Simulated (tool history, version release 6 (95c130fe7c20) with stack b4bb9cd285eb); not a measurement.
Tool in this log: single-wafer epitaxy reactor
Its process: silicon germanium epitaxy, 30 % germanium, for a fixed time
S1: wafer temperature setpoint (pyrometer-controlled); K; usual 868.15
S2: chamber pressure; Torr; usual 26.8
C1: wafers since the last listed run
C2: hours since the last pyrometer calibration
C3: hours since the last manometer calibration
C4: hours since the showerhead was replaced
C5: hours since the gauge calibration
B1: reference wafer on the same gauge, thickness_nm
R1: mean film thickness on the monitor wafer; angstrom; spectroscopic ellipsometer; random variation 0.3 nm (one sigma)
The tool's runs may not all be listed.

run 1 hour=0 | S1=868.15 S2=29.6 | C1=0 C2=435.4 C3=717.4 C4=4076.5 C5=1248 | B1=49.444 | R1=630.42
run 2 hour=27.3 | S1=868.15 S2=23.8 | C1=260 C2=462.7 C3=744.7 C4=4103.8 C5=1275.3 | B1=49.414 | R1=586.77
run 3 hour=68.2 | S1=872.15 S2=26.8 | C1=390 C2=503.6 C3=785.6 C4=4144.7 C5=1316.2 | B1=49.376 | R1=664.5
run 4 hour=124.9 | S1=872.15 S2=26.8 | C1=542 C2=560.3 C3=842.3 C4=4201.4 C5=1372.9 | B1=49.512 | R1=669.85
run 5 hour=176.3 | S1=860.15 S2=26.8 | C1=491 C2=611.7 C3=893.7 C4=4252.8 C5=1424.3 | B1=49.387 | R1=520.73
run 6 hour=244 | S1=860.15 S2=26.8 | C1=647 C2=679.4 C3=961.4 C4=4320.5 C5=1492 | B1=49.381 | R1=518.62
-- hour=307.9 showerhead replaced
run 7 hour=313.9 | S1=860.15 S2=26.8 | C1=591 C2=749.3 C3=1031.3 C4=6 C5=1561.9 | B1=49.428 | R1=519.23
run 8 hour=367.3 | S1=868.15 S2=24.8 | C1=510 C2=802.7 C3=1084.7 C4=59.4 C5=1615.3 | B1=49.368 | R1=600.13
run 9 hour=405.3 | S1=868.15 S2=24.8 | C1=363 C2=840.7 C3=1122.7 C4=97.4 C5=1653.3 | B1=49.399 | R1=602.49
run 10 hour=445.7 | S1=868.15 S2=24.8 | C1=386 C2=881.1 C3=1163.1 C4=137.8 C5=1693.7 | B1=49.286 | R1=602.04
run 11 hour=507.4 | S1=868.15 S2=26.8 | C1=589 C2=942.8 C3=1224.8 C4=199.5 C5=1755.4 | B1=49.441 | R1=619.11
run 12 hour=551.7 | S1=868.15 S2=26.8 | C1=423 C2=987.1 C3=1269.1 C4=243.8 C5=1799.7 | B1=49.43 | R1=612.44
run 13 hour=581.5 | S1=868.15 S2=26.8 | C1=284 C2=1016.9 C3=1298.9 C4=273.6 C5=1829.5 | B1=49.438 | R1=618.23
run 14 hour=612.3 | S1=868.15 S2=26.8 | C1=294 C2=1047.7 C3=1329.7 C4=304.4 C5=1860.3 | B1=49.484 | R1=619.72
-- hour=622.8 gauge calibrated
run 15 hour=671 | S1=868.15 S2=22.8 | C1=561 C2=1106.4 C3=1388.4 C4=363.1 C5=48.2 | B1=49.37 | R1=581.17
run 16 hour=710 | S1=868.15 S2=26.8 | C1=372 C2=1145.4 C3=1427.4 C4=402.1 C5=87.2 | B1=49.395 | R1=618.5
run 17 hour=751.5 | S1=868.15 S2=26.8 | C1=396 C2=1186.9 C3=1468.9 C4=443.6 C5=128.7 | B1=49.347 | R1=628.52
-- hour=864.7 capacitance manometer re-zeroed and calibrated
run 18 hour=872.5 | S1=868.15 S2=26.8 | C1=1080 C2=1307.9 C3=7.8 C4=564.6 C5=249.7 | B1=49.441 | R1=622.24
run 19 hour=932.8 | S1=868.15 S2=28.6 | C1=576 C2=1368.2 C3=68.1 C4=624.9 C5=310 | B1=49.43 | R1=641.2
run 20 hour=991.6 | S1=881.15 S2=26.8 | C1=562 C2=1427 C3=126.9 C4=683.7 C5=368.8 | B1=49.464 | R1=811.63
run 21 hour=1038 | S1=872.15 S2=26.8 | C1=443 C2=1473.4 C3=173.3 C4=730.1 C5=415.2 | B1=49.36 | R1=683.98
run 22 hour=1084.4 | S1=854.15 S2=21.3 | C1=443 C2=1519.8 C3=219.7 C4=776.5 C5=461.6 | B1=49.394 | R1=426.6
run 23 hour=1116.6 | S1=855.15 S2=23.9 | C1=307 C2=1552 C3=251.9 C4=808.7 C5=493.8 | B1=49.413 | R1=456.71
run 24 hour=1142.5 | S1=860.15 S2=21.4 | C1=247 C2=1577.9 C3=277.8 C4=834.6 C5=519.7 | B1=49.431 | R1=485.72
run 25 hour=1182.3 | S1=863.15 S2=30.9 | C1=380 C2=1617.7 C3=317.6 C4=874.4 C5=559.5 | B1=49.439 | R1=593.09
run 26 hour=1238.7 | S1=863.15 S2=22.2 | C1=539 C2=1674.1 C3=374 C4=930.8 C5=615.9 | B1=49.402 | R1=531.17
-- hour=1285.8 pyrometer calibrated
run 27 hour=1286.3 | S1=868.15 S2=29.6 | C1=378 C2=0.5 C3=421.6 C4=978.4 C5=663.5 | B1=49.508 | R1=606.27
run 28 hour=1348.6 | S1=857.15 S2=30.5 | C1=595 C2=62.8 C3=483.9 C4=1040.7 C5=725.8 | B1=49.422 | R1=490.82
run 29 hour=1384.5 | S1=868.15 S2=26.8 | C1=343 C2=98.7 C3=519.8 C4=1076.6 C5=761.7 | B1=49.38 | R1=595.44
run 30 hour=1431.3 | S1=854.15 S2=24.6 | C1=447 C2=145.5 C3=566.6 C4=1123.4 C5=808.5 | B1=49.44 | R1=430.52
run 31 hour=1502.2 | S1=868.15 S2=26.8 | C1=677 C2=216.4 C3=637.5 C4=1194.3 C5=879.4 | B1=49.494 | R1=598.83
run 32 hour=1570.1 | S1=856.15 S2=26.8 | C1=649 C2=284.3 C3=705.4 C4=1262.2 C5=947.3 | B1=49.363 | R1=467.67
run 33 hour=1595.4 | S1=868.15 S2=26.8 | C1=241 C2=309.6 C3=730.7 C4=1287.5 C5=972.6 | B1=49.456 | R1=599.98
run 34 hour=1642.7 | S1=868.15 S2=26.8 | C1=452 C2=356.9 C3=778 C4=1334.8 C5=1019.9 | B1=49.407 | R1=602.36
run 35 hour=1676.8 | S1=876.15 S2=21.4 | C1=325 C2=391 C3=812.1 C4=1368.9 C5=1054 | B1=49.331 | R1=659.54
run 36 hour=1715.5 | S1=874.15 S2=22.4 | C1=369 C2=429.7 C3=850.8 C4=1407.6 C5=1092.7 | B1=49.379 | R1=642.89

Predict each of these 3 candidate next runs independently; none follows another, all start after run 36:
run A hour=1715.9 | S1=868.15 S2=26.8 | C1=3 C2=430.1 C3=851.2 C4=1408 C5=1093.1 | B1=? | R1=?
run B hour=1715.9 | S1=868.15 S2=30 | C1=3 C2=430.1 C3=851.2 C4=1408 C5=1093.1 | B1=? | R1=?
run C hour=1715.9 | S1=854.15 S2=23 | C1=3 C2=430.1 C3=851.2 C4=1408 C5=1093.1 | B1=? | R1=?

run=A B1=49.41 R1=607.53
run=B B1=49.41 R1=632.17
run=C B1=49.41 R1=427.31
Stripped of hidden state, with their random variation kept, the same runs would have yielded:
run=A R1=583.46
run=B R1=607.12
run=C R1=409.75
